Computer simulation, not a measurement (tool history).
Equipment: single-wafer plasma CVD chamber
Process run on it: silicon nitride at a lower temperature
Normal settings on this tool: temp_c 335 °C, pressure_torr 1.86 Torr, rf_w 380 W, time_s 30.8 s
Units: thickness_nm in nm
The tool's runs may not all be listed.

run	hour	temp_c	pressure_torr	rf_w	time_s	wafers since the last listed run	hours since the last thermocouple change	hours since the last RF generator calibration	hours since the last manometer calibration	hours since the showerhead was replaced	hours since the gauge calibration	read-back reference wafer on the same gauge, thickness_nm	thickness_nm
1	0.0	335	1.86	380	29.4	0	1421.3	1556.4	2627.9	4649.4	17.7	41.914	43.293
2	14.6	335	1.86	380	29.4	230	1435.9	1571.0	2642.5	4664.0	32.3	41.872	43.196
3	24.8	335	1.86	380	29.4	160	1446.1	1581.2	2652.7	4674.2	42.5	41.881	43.139
4	30.8	335	1.52	380	35.1	94	1452.1	1587.2	2658.7	4680.2	48.5	41.885	48.498
5	39.5	335	1.52	380	35.1	137	1460.8	1595.9	2667.4	4688.9	57.2	41.900	48.542
6	47.5	335	1.52	380	35.1	126	1468.8	1603.9	2675.4	4696.9	65.2	41.884	48.664
7	56.6	335	1.86	380	30.8	143	1477.9	1613.0	2684.5	4706.0	74.3	41.887	45.277
8	72.0	322	1.86	380	30.8	242	1493.3	1628.4	2699.9	4721.4	89.7	41.896	45.566
# hour 81.1: thermocouple changed; heater temperature recalibrated
# hour 84.5: gauge calibrated
# hour 91.8: RF generator calibrated
9	92.3	335	1.86	420	30.8	67	11.2	0.5	2720.2	4741.7	7.8	41.925	47.275
10	97.1	335	1.52	380	35.1	75	16.0	5.3	2725.0	4746.5	12.6	41.877	48.569
# hour 109.0: showerhead replaced
# hour 109.7: capacitance manometer re-zeroed and calibrated
11	112.3	325	2.29	380	27.5	102	31.2	20.5	2.6	3.3	27.8	41.882	43.061
12	120.7	335	1.52	380	34.5	132	39.6	28.9	11.0	11.7	36.2	41.886	47.821
13	134.1	340	1.86	380	36.5	211	53.0	42.3	24.4	25.1	49.6	41.882	53.667
14	141.8	335	1.86	380	30.8	121	60.7	50.0	32.1	32.8	57.3	41.931	45.362

Each row is a separate what-if for the run after 14, all from the same tool condition, not one after another. Results?
A	142.2	335	1.86	380	30.8	6	61.1	50.4	32.5	33.2	57.7	?	?
B	142.2	335	1.55	315	30.8	6	61.1	50.4	32.5	33.2	57.7	?	?
C	142.2	321	2.17	315	25.8	6	61.1	50.4	32.5	33.2	57.7	?	?
D	142.2	335	1.57	325	30.8	6	61.1	50.4	32.5	33.2	57.7	?	?
E	142.2	347	1.86	425	24.9	6	61.1	50.4	32.5	33.2	57.7	?	?

run	read-back reference wafer on the same gauge, thickness_nm	thickness_nm
A	41.909	45.277
B	41.909	39.637
C	41.909	36.799
D	41.909	40.303
E	41.909	38.217
The same runs, with their run-to-run variation unchanged, on a tool lacking any hidden condition would have given:
run	thickness_nm
A	45.277
B	39.637
C	36.799
D	40.303
E	38.217
